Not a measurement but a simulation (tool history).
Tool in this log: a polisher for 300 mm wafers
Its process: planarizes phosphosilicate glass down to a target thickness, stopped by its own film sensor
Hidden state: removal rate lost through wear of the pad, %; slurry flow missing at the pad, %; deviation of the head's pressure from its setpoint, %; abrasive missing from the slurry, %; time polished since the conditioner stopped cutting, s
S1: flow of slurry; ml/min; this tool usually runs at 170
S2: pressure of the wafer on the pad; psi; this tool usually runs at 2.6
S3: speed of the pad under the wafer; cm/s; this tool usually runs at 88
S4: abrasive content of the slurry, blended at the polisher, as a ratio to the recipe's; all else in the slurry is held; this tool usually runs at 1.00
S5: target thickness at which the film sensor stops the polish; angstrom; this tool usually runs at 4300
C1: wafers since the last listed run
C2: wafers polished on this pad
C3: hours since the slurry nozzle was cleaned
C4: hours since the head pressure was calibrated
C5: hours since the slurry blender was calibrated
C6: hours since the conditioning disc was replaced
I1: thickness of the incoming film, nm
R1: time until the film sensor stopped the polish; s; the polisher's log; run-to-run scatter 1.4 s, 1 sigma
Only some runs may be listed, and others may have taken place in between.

run,hour,S1,S2,S3,S4,S5,C1,C2,C3,C4,C5,C6,I1,R1
1,0.0,130,1.8,66,1.00,3700,0,7044,313.3,181.3,279.2,716.6,970.3,169.1
2,49.2,170,2.6,88,1.00,4300,489,7533,362.5,230.5,328.4,765.8,988.0,91.6
# hour 82.2: worn pad replaced by a new one
# hour 117.1: conditioning disc replaced and pad reconditioned
3,149.6,150,2.6,102,1.00,4300,938,650,462.9,330.9,428.8,32.5,974.8,83.8
4,232.9,170,2.6,88,1.00,2990,828,1479,546.2,414.2,512.1,115.8,981.1,116.8
# hour 404.8: slurry nozzle cleaned
5,460.0,170,2.6,88,1.00,2990,2248,3727,55.2,641.3,739.2,342.9,971.8,106.9
# hour 515.6: slurry blender recalibrated
6,563.7,120,2.6,88,0.70,4300,1011,4738,158.9,745.0,48.1,446.6,993.3,104.2
7,624.0,170,2.6,88,1.00,4870,599,5338,219.2,805.3,108.4,506.9,976.7,80.2
8,724.5,170,2.6,88,1.00,2650,999,6338,319.7,905.8,208.9,607.4,969.4,113.7
9,779.1,170,2.6,88,1.00,4300,542,6881,374.3,960.4,263.5,662.0,978.0,92.5
10,850.6,170,2.6,88,1.00,4300,711,7592,445.8,1031.9,335.0,733.5,981.3,93.9
# hour 902.1: conditioning disc replaced and pad reconditioned
# hour 917.3: worn pad replaced by a new one
11,917.8,170,2.6,88,1.00,3560,608,4,513.0,1099.1,402.2,15.7,986.7,102.6
12,989.3,170,2.6,88,1.00,4300,711,715,584.5,1170.6,473.7,87.2,988.1,95.7
# hour 1031.5: head pressure recalibrated
# hour 1084.5: slurry nozzle cleaned
13,1095.6,205,2.3,112,1.00,5010,1027,1743,11.1,64.1,580.0,193.5,982.9,67.7
14,1193.5,185,2.6,64,1.30,4300,973,2716,109.0,162.0,677.9,291.4,984.6,105.4
# hour 1219.0: slurry blender recalibrated
15,1293.0,170,2.9,88,1.00,4300,969,3686,208.5,261.5,74.0,390.9,973.0,78.8
16,1387.3,170,1.8,88,1.00,3250,937,4624,302.8,355.8,168.3,485.2,982.3,139.4
17,1479.8,170,2.6,112,0.70,4300,919,5543,395.3,448.3,260.8,577.7,972.7,82.0
18,1528.7,120,2.6,98,1.00,4300,486,6030,444.2,497.2,309.7,626.6,988.2,89.0
# hour 1637.1: worn pad replaced by a new one
# hour 1739.4: conditioning disc replaced and pad reconditioned
# hour 1744.9: slurry nozzle cleaned
19,1767.4,170,2.6,66,1.00,4300,2304,1265,22.5,735.9,548.4,28.0,980.3,108.5
20,1838.4,130,1.8,88,0.75,2870,706,1971,93.5,806.9,619.4,99.0,971.9,159.6
21,1939.0,170,3.0,76,0.85,4300,1000,2972,194.1,907.5,720.0,199.6,979.2,94.1
22,1996.9,170,2.6,88,1.00,5170,575,3548,252.0,965.4,777.9,257.5,970.2,71.8
23,2067.2,115,2.4,72,1.00,3130,699,4247,322.3,1035.7,848.2,327.8,988.6,145.7
# hour 2079.5: slurry blender recalibrated
24,2139.7,110,3.4,88,1.00,4300,701,4948,394.8,1108.2,60.2,400.3,983.9,81.9

Alternative continuations, all from the tool just after run 24; predict every row:
A,2140.1,170,2.0,88,1.00,4300,3,4952,395.2,1108.6,60.6,400.7,984.9,?
B,2140.1,190,2.6,70,0.85,2920,3,4952,395.2,1108.6,60.6,400.7,984.9,?
C,2140.1,170,3.0,88,1.00,2540,3,4952,395.2,1108.6,60.6,400.7,984.9,?
D,2140.1,130,3.2,88,0.85,4940,3,4952,395.2,1108.6,60.6,400.7,984.9,?
E,2140.1,120,2.6,88,1.25,4300,3,4952,395.2,1108.6,60.6,400.7,984.9,?

run,R1
A,111.9
B,140.6
C,108.3
D,74.9
E,92.7
Without the tool's unlogged condition, the same runs would have read:
run,R1
A,107.6
B,135.7
C,104.2
D,71.5
E,88.2
